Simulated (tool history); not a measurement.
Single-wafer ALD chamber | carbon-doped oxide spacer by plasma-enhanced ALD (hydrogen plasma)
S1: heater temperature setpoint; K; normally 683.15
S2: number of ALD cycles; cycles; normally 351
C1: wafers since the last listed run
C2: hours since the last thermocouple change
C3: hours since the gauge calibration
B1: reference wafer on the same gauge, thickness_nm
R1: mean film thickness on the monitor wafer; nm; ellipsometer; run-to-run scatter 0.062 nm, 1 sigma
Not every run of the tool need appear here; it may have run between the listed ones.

run,hour,S1,S2,C1,C2,C3,B1,R1
1,0,683.15,351,0,1195.4,1120.6,16.107,17.626
2,72,683.15,351,87,1267.4,1192.6,16.099,17.513
3,108.9,683.15,351,44,1304.3,1229.5,16.104,17.54
4,154,683.15,351,54,1349.4,1274.6,16.106,17.534
5,191.3,694.15,351,45,1386.7,1311.9,16.104,16.994
6,292.6,673.15,351,123,1488,1413.2,16.097,17.915
7,399.3,683.15,351,129,1594.7,1519.9,16.103,17.554
8,445.7,693.15,351,56,1641.1,1566.3,16.112,16.974
9,765.7,683.15,395,389,1961.1,1886.3,16.105,19.7
10,866.1,683.15,395,122,2061.5,1986.7,16.103,19.58
11,972.5,683.15,395,129,2167.9,2093.1,16.087,19.698
12,1017.5,673.15,404,54,2212.9,2138.1,16.1,20.611
13,1072.4,683.15,351,66,2267.8,2193,16.105,17.404
14,1150.1,683.15,351,94,2345.5,2270.7,16.104,17.403
15,1216.4,683.15,351,80,2411.8,2337,16.097,17.383
# hour 1265.5: gauge calibrated
16,1290.4,683.15,351,90,2485.8,24.9,16.104,17.376
17,1365.9,683.15,351,91,2561.3,100.4,16.108,17.34
18,1642.3,673.15,292,336,2837.7,376.8,16.095,14.714
19,1733.7,692.15,351,111,2929.1,468.2,16.102,16.918
20,1769.8,683.15,332,43,2965.2,504.3,16.093,16.326
# hour 1825.9: thermocouple changed; heater temperature recalibrated
21,1864.1,691.15,351,104,38.2,598.6,16.097,16.8
22,1913.8,670.15,416,60,87.9,648.3,16.091,21.163
23,1979.5,683.15,393,79,153.6,714,16.096,19.229
24,2031.2,677.15,297,62,205.3,765.7,16.091,14.856
25,2082.8,683.15,351,62,256.9,817.3,16.11,17.201
26,2137.9,694.15,414,67,312,872.4,16.1,19.604
27,2220.5,683.15,389,100,394.6,955,16.099,19.128
28,2258.2,692.15,311,45,432.3,992.7,16.106,14.857
29,2321.2,695.15,381,76,495.3,1055.7,16.097,17.938
# hour 2365.2: thermocouple changed; heater temperature recalibrated, repeated, since the last time left the tool worse
30,2389.4,687.15,380,73,24.2,1123.9,16.082,18.888
31,2483.4,683.15,351,114,118.2,1217.9,16.099,17.511
32,2580.4,683.15,351,117,215.2,1314.9,16.104,17.622
33,2656.4,683.15,396,92,291.2,1390.9,16.089,19.831
34,2729.9,676.15,351,89,364.7,1464.4,16.103,17.844

Branching from run 34: 5 alternative next runs. What would each branch give?
A,2730.8,683.15,351,1,365.6,1465.3,?,?
B,2730.8,692.15,322,1,365.6,1465.3,?,?
C,2730.8,678.15,421,1,365.6,1465.3,?,?
D,2730.8,688.15,375,1,365.6,1465.3,?,?
E,2730.8,683.15,288,1,365.6,1465.3,?,?

run,B1,R1
A,16.098,17.544
B,16.098,15.671
C,16.098,21.35
D,16.098,18.47
E,16.098,14.395
With no hidden state in the tool, these same runs would have given:
run,R1
A,17.573
B,15.698
C,21.385
D,18.501
E,14.419
